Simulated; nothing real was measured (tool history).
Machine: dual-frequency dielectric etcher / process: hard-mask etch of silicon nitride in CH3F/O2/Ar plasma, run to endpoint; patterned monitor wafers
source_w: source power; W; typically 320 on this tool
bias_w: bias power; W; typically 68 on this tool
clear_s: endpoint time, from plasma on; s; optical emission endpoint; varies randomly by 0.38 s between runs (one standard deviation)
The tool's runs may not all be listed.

| run | day | source_w | bias_w | wafers since the last listed run | hours since the last wet clean | hours since the last source power generator calibration | hours since the last bias power generator calibration | hours since the last upper electrode change | incoming incoming film thickness, nm | clear_s |
|---|---|---|---|---|---|---|---|---|---|---|
| 1 | 0.000 | 380 | 77 | 0 | 388.5 | 3717.9 | 4637.2 | 2835.4 | 41.35 | 63.9 |
| 2 | 0.375 | 380 | 77 | 128 | 397.5 | 3726.9 | 4646.2 | 2844.4 | 41.80 | 65.6 |
| 3 | 0.842 | 380 | 77 | 159 | 408.7 | 3738.1 | 4657.4 | 2855.6 | 41.53 | 64.7 |
| 4 | 1.317 | 320 | 74 | 162 | 420.1 | 3749.5 | 4668.8 | 2867.0 | 42.33 | 70.5 |
| 5 | 1.725 | 320 | 68 | 139 | 429.9 | 3759.3 | 4678.6 | 2876.8 | 42.29 | 72.9 |
| 6 | 2.129 | 320 | 68 | 138 | 439.6 | 3769.0 | 4688.3 | 2886.5 | 41.91 | 73.1 |
| 7 | 2.762 | 320 | 68 | 216 | 454.8 | 3784.2 | 4703.5 | 2901.7 | 41.98 | 72.7 |
| 8 | 3.292 | 270 | 68 | 180 | 467.5 | 3796.9 | 4716.2 | 2914.4 | 42.35 | 77.0 |
| 9 | 3.833 | 260 | 68 | 185 | 480.5 | 3809.9 | 4729.2 | 2927.4 | 41.77 | 77.4 |
| 10 | 4.162 | 320 | 57 | 112 | 488.4 | 3817.8 | 4737.1 | 2935.3 | 42.31 | 79.1 |
|  | 4.629 | source power generator calibrated |
| 11 | 4.896 | 290 | 53 | 193 | 506.0 | 6.4 | 4754.7 | 2952.9 | 41.92 | 83.2 |
|  | 6.596 | wet clean of the chamber |
|  | 6.629 | bias power generator calibrated |
|  | 7.383 | upper electrode replaced |
| 12 | 7.404 | 320 | 68 | 247 | 19.4 | 66.6 | 18.6 | 0.5 | 42.00 | 72.4 |
| 13 | 7.417 | 320 | 54 | 4 | 19.7 | 66.9 | 18.9 | 0.8 | 41.73 | 80.2 |
| 14 | 8.696 | 320 | 58 | 436 | 50.4 | 97.6 | 49.6 | 31.5 | 42.21 | 77.6 |
| 15 | 9.121 | 320 | 68 | 145 | 60.6 | 107.8 | 59.8 | 41.7 | 41.91 | 72.5 |
| 16 | 9.771 | 290 | 59 | 222 | 76.2 | 123.4 | 75.4 | 57.3 | 42.28 | 80.2 |
| 17 | 10.354 | 270 | 56 | 199 | 90.2 | 137.4 | 89.4 | 71.3 | 42.00 | 83.7 |
| 18 | 10.946 | 290 | 54 | 202 | 104.4 | 151.6 | 103.6 | 85.5 | 41.44 | 81.2 |
| 19 | 11.658 | 320 | 61 | 243 | 121.5 | 168.7 | 120.7 | 102.6 | 42.37 | 76.4 |

Alternative continuations, all from the tool just after run 19; predict every row:
| A | 11.675 | 320 | 68 | 5 | 121.9 | 169.1 | 121.1 | 103.0 | 41.90 | ? |
| B | 11.675 | 240 | 78 | 5 | 121.9 | 169.1 | 121.1 | 103.0 | 41.90 | ? |
| C | 11.675 | 320 | 75 | 5 | 121.9 | 169.1 | 121.1 | 103.0 | 41.90 | ? |
| D | 11.675 | 270 | 62 | 5 | 121.9 | 169.1 | 121.1 | 103.0 | 41.90 | ? |

| run | clear_s |
|---|---|
| A | 72.0 |
| B | 74.0 |
| C | 69.0 |
| D | 79.0 |
Without the tool's unlogged condition, the same runs would have read:
| run | clear_s |
|---|---|
| A | 72.0 |
| B | 74.0 |
| C | 69.0 |
| D | 79.0 |
